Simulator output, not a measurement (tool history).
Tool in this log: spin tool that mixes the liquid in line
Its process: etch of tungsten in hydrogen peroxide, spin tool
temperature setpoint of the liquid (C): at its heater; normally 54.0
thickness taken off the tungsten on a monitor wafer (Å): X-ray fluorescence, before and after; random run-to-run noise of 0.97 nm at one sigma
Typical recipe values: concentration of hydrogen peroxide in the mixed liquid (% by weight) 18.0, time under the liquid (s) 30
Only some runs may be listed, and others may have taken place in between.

run,day,temperature setpoint of the liquid (C),concentration of hydrogen peroxide in the mixed liquid (% by weight),time under the liquid (s),"read-back film thickness of the tungsten reference wafer, read on the same gauge (nm)",thickness taken off the tungsten on a monitor wafer (Å)
1,0.000,54.0,18.0,30,70.01,1010.3
2,0.642,54.0,18.0,30,70.00,988.5
3,1.996,54.0,18.0,30,70.00,989.0
4,3.054,54.0,18.0,30,70.00,987.2
5,3.629,54.0,18.0,30,69.98,997.0
6,7.938,54.0,18.0,30,70.02,976.4
7,8.442,54.0,18.0,30,70.01,992.5
8,11.633,54.0,18.0,30,70.00,995.5
9,12.350,54.0,18.0,30,69.99,983.2
# day 12.829: heated supply line repaired
10,12.967,49.0,18.0,30,70.01,732.7
11,14.000,49.0,18.0,30,69.99,729.9
# day 14.646: new drum of peroxide connected
12,14.667,54.0,18.0,20,70.01,666.1
13,15.900,63.5,16.5,15,69.99,821.3

Estimate the outcome of run 14 from the log above:
14,16.867,58.0,20.0,35,?,?

Run 14 produced read-back film thickness of the tungsten reference wafer, read on the same gauge (nm) 70.03, thickness taken off the tungsten on a monitor wafer (Å) 1538.4.
Had the tool carried no hidden state, the very same run would have given thickness taken off the tungsten on a monitor wafer (Å) 1538.4.

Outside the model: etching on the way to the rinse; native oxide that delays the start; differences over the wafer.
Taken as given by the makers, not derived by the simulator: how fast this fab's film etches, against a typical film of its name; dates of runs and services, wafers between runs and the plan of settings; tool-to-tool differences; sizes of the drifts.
